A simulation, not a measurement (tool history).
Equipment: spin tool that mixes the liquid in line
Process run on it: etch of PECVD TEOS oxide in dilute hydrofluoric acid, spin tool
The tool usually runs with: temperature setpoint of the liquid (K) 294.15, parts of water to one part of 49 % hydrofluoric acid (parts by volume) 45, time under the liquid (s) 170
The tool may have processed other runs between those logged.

run,hour,temperature setpoint of the liquid (K),parts of water to one part of 49 % hydrofluoric acid (parts by volume),time under the liquid (s),wafers since the last listed run,hours since the thermometer was replaced,hours since the hydrofluoric acid flow meter was replaced,hours since the gauge calibration,"read-back film thickness of the PECVD TEOS oxide reference wafer, read on the same gauge (nm)",thickness taken off the PECVD TEOS oxide on a monitor wafer (nm)
1,0,294.15,45,200,0,1630.4,1877.9,440.6,50.02,64.12
2,27.9,294.15,45,200,126,1658.3,1905.8,468.5,50,64.1
3,61.9,294.15,45,200,153,1692.3,1939.8,502.5,50.01,64.5
4,92.9,294.15,45,170,140,1723.3,1970.8,533.5,49.98,55.12
5,114.2,294.15,45,170,96,1744.6,1992.1,554.8,49.96,53.74
6,129.4,294.15,45,170,68,1759.8,2007.3,570,50.01,54.53
7,164.7,294.15,45,170,159,1795.1,2042.6,605.3,50.01,54.31
# hour 176.4: gauge calibrated
8,186.8,294.15,45,170,99,1817.2,2064.7,10.4,50.01,54.57
# hour 188.2: thermometer replaced
9,222.4,294.15,45,110,156,34.2,2100.3,46,50,35.5
10,237.1,294.15,45,260,66,48.9,2115,60.7,49.98,83
11,253.9,294.15,45,110,75,65.7,2131.8,77.5,50,35.64
# hour 274.8: hydrofluoric acid flow meter replaced
12,282.6,294.15,30,200,125,94.4,7.8,106.2,50.05,98.31
13,306.1,294.15,30,170,106,117.9,31.3,129.7,50,83.8
14,323.2,297.65,45,170,77,135,48.4,146.8,49.99,63.33
15,337.4,294.15,60,170,64,149.2,62.6,161,50,40.46
16,357.3,298.65,30,195,89,169.1,82.5,180.9,50,114.16
17,435.8,294.15,45,260,354,247.6,161,259.4,49.98,84.01
18,459.5,298.15,45,225,107,271.3,184.7,283.1,49.97,84.58
19,494.6,294.15,55,170,158,306.4,219.8,318.2,50.01,43.49

Consider 5 possible next runs. They are alternatives, not a sequence: every one starts from the tool as it was left by run 19. What does each give?
A,495.1,294.15,45,170,2,306.9,220.3,318.7,?,?
B,495.1,294.15,50,205,2,306.9,220.3,318.7,?,?
C,495.1,294.15,35,170,2,306.9,220.3,318.7,?,?
D,495.1,299.15,30,170,2,306.9,220.3,318.7,?,?
E,495.1,294.15,45,80,2,306.9,220.3,318.7,?,?

run,"read-back film thickness of the PECVD TEOS oxide reference wafer, read on the same gauge (nm)",thickness taken off the PECVD TEOS oxide on a monitor wafer (nm)
A,49.96,54.9
B,49.96,59.21
C,49.96,71.46
D,49.96,103.5
E,49.96,25.83
With no hidden state in the tool, these same runs would have given:
run,thickness taken off the PECVD TEOS oxide on a monitor wafer (nm)
A,54.9
B,59.21
C,71.46
D,103.5
E,25.83
